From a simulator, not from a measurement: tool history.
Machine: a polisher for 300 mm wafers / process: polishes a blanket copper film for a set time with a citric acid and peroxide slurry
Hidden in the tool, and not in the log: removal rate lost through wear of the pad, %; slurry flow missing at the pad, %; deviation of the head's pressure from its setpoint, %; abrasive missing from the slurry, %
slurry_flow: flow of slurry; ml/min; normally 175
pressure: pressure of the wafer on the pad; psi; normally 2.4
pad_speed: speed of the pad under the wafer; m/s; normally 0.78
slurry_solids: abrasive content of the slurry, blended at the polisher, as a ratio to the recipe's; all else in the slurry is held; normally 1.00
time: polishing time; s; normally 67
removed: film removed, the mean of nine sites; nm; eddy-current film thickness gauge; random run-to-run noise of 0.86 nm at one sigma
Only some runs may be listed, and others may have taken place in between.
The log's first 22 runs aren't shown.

run	hour	slurry_flow	pressure	pad_speed	slurry_solids	time	wafers since the last listed run	wafers polished on this pad	hours since the slurry nozzle was cleaned	hours since the head pressure was calibrated	hours since the slurry blender was calibrated	incoming thickness of the incoming film, nm	removed
# hour 622.5: slurry blender recalibrated
23	640.6	175	2.4	0.78	1.30	56	236	1202	560.5	190.9	18.1	1050.7	70.4
24	658.1	175	2.4	0.78	1.00	67	166	1369	578.0	208.4	35.6	1038.2	79.1
25	674.1	175	2.4	0.66	1.00	85	152	1521	594.0	224.4	51.6	1044.9	86.1
# hour 721.7: worn pad replaced by a new one
26	730.6	115	1.9	0.78	1.20	56	500	84	650.5	280.9	108.1	1052.5	55.2
27	757.7	175	2.4	1.04	1.00	67	258	343	677.6	308.0	135.2	1025.5	104.0
28	775.7	175	2.4	0.96	1.00	67	171	514	695.6	326.0	153.2	1043.6	97.8
29	796.9	175	2.4	0.56	1.00	67	202	716	716.8	347.2	174.4	1043.1	62.0
30	810.9	175	2.4	0.78	1.00	67	133	850	730.8	361.2	188.4	1036.9	79.0

4 options for the next run, each taken on its own from the tool as it stands now. Forecast them:
A	811.3	175	2.4	0.78	1.00	67	3	854	731.2	361.6	188.8	1054.5	?
B	811.3	190	2.7	0.78	0.80	61	3	854	731.2	361.6	188.8	1054.5	?
C	811.3	195	2.0	0.78	1.00	60	3	854	731.2	361.6	188.8	1054.5	?
D	811.3	160	2.4	0.78	1.25	67	3	854	731.2	361.6	188.8	1054.5	?

run	removed
A	80.0
B	77.5
C	60.8
D	84.0
With no hidden state in the tool, these same runs would have given:
run	removed
A	83.3
B	80.7
C	63.3
D	87.5
